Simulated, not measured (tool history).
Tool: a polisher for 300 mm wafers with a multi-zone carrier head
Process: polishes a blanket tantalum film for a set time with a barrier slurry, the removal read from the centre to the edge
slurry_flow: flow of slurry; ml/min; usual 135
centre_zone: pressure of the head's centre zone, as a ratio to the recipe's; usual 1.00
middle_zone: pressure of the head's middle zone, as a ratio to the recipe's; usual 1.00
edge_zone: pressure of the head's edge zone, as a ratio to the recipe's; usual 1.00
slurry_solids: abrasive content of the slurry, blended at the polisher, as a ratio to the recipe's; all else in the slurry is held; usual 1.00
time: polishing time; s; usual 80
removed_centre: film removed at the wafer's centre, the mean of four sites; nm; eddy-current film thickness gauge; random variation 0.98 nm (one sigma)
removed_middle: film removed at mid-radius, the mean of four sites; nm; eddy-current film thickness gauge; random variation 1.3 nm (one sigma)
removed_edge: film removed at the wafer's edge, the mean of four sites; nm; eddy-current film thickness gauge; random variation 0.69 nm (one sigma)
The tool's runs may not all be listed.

run    hour  slurry_flow  centre_zone  middle_zone  edge_zone  slurry_solids  time  wafers since the last listed run  wafers polished on this pad  hours since the slurry nozzle was cleaned  hours since the centre zone pressure was calibrated  hours since the edge zone pressure was calibrated  hours since the carrier head's membrane was replaced  incoming thickness of the incoming film, nm  removed_centre  removed_middle  removed_edge
  1     0.0          135         1.00         1.00       1.00           0.90    80                                 0                         2846                                      493.9                                                265.2                                              391.2                                                 371.9                                        276.2            89.1            96.5          95.9
  2    67.4          135         1.00         1.00       1.00           1.00    93                               862                         3709                                      561.3                                                332.6                                              458.6                                                 439.3                                        279.3           107.7           110.2         113.1
       75.4  -- slurry nozzle cleaned
  3    98.9          135         0.96         1.00       0.93           1.15   101                               390                         4099                                       23.5                                                364.1                                              490.1                                                 470.8                                        283.7           117.0           125.0         122.1
  4   156.7          135         1.00         1.00       1.10           0.70    80                               739                         4839                                       81.3                                                421.9                                              547.9                                                 528.6                                        283.7            84.7            89.8          93.0
  5   181.8          135         1.00         1.00       1.00           1.00    80                               321                         5161                                      106.4                                                447.0                                              573.0                                                 553.7                                        278.2            93.2            95.7          98.0
  6   222.6          135         1.00         1.00       0.95           1.00    59                               522                         5683                                      147.2                                                487.8                                              613.8                                                 594.5                                        280.3            67.6            72.9          70.7
      231.4  -- worn pad replaced by a new one
  7   278.2          135         1.00         1.00       1.00           1.00    80                               660                          599                                      202.8                                                543.4                                              669.4                                                 650.1                                        285.1            92.1            96.2          97.7
  8   307.5          135         1.00         1.00       1.00           1.15    80                               375                          974                                      232.1                                                572.7                                              698.7                                                 679.4                                        282.3            94.2            98.9         102.5
  9   370.2          160         0.90         0.88       1.00           1.20    80                               802                         1776                                      294.8                                                635.4                                              761.4                                                 742.1                                        279.2            89.1            96.1         105.1
 10   420.8          135         1.00         1.00       1.00           1.00    80                               647                         2424                                      345.4                                                686.0                                              812.0                                                 792.7                                        281.9            93.1            94.5          97.7
 11   465.7          135         1.00         1.00       1.00           1.00    80                               574                         2999                                      390.3                                                730.9                                              856.9                                                 837.6                                        284.2            89.8            98.0          97.7
 12   507.6          180         1.00         1.00       1.00           1.00    92                               536                         3535                                      432.2                                                772.8                                              898.8                                                 879.5                                        276.8           113.8           115.8         116.6
 13   541.8          180         1.00         1.00       0.97           1.00    95                               437                         3973                                      466.4                                                807.0                                              933.0                                                 913.7                                        281.0           115.3           121.2         120.1
      551.2  -- edge zone pressure recalibrated
 14   580.1          135         1.00         1.00       1.00           1.00    80                               464                         4438                                      504.7                                                845.3                                               28.9                                                 952.0                                        282.9            91.4            95.9          98.0
      632.8  -- slurry nozzle cleaned
 15   637.0          135         0.97         1.00       1.00           1.00    80                               715                         5153                                        4.2                                                902.2                                               85.8                                                1008.9                                        281.4            87.9            94.9          96.9
 16   723.8          170         0.92         1.12       1.00           1.20    80                              1111                         6265                                       91.0                                                989.0                                              172.6                                                1095.7                                        285.0            91.9           113.6         107.1
      776.6  -- worn pad replaced by a new one
 17   787.6          135         1.00         1.00       1.00           1.00    80                               765                          140                                      154.8                                               1052.8                                              236.4                                                1159.5                                        285.0            90.5            98.4          97.6
 18   829.9          135         1.00         1.00       1.05           1.00    80                               541                          682                                      197.1                                               1095.1                                              278.7                                                1201.8                                        280.4            88.8            93.4         100.1
 19   860.5          135         1.00         1.00       1.06           1.15    80                               391                         1074                                      227.7                                               1125.7                                              309.3                                                1232.4                                        275.2            92.4            96.2         104.1
 20  1001.1          135         1.00         1.00       1.00           1.00    80                              1799                         2874                                      368.3                                               1266.3                                              449.9                                                1373.0                                        283.3            89.3            93.6          98.2
 21  1038.3          105         1.00         1.00       0.93           1.00    56                               476                         3350                                      405.5                                               1303.5                                              487.1                                                1410.2                                        280.5            57.9            62.8          62.7
 22  1105.2           95         1.00         1.00       0.92           0.75    80                               856                         4206                                      472.4                                               1370.4                                              554.0                                                1477.1                                        279.3            73.1            80.9          82.3

4 ways to go on from here, each from the tool as it stands after run 22. What would each give?
  A  1105.6          135         1.00         1.10       1.00           1.00    80                                 5                         4211                                      472.8                                               1370.8                                              554.4                                                1477.5                                        283.8               ?               ?             ?
  B  1105.6          135         1.04         1.11       1.00           1.00    80                                 5                         4211                                      472.8                                               1370.8                                              554.4                                                1477.5                                        283.8               ?               ?             ?
  C  1105.6          135         0.90         1.00       1.00           1.00    80                                 5                         4211                                      472.8                                               1370.8                                              554.4                                                1477.5                                        283.8               ?               ?             ?
  D  1105.6          135         1.00         1.00       1.08           1.00    80                                 5                         4211                                      472.8                                               1370.8                                              554.4                                                1477.5                                        283.8               ?               ?             ?

run  removed_centre  removed_middle  removed_edge
  A            86.8           102.5          98.2
  B            90.3           103.2          98.2
  C            78.0            95.9          98.3
  D            86.8            95.8         101.6
Without the tool's hidden state the same runs would have given:
run  removed_centre  removed_middle  removed_edge
  A            91.1           102.5          98.2
  B            94.7           103.2          98.2
  C            81.8            95.9          98.3
  D            91.0            95.8         101.6
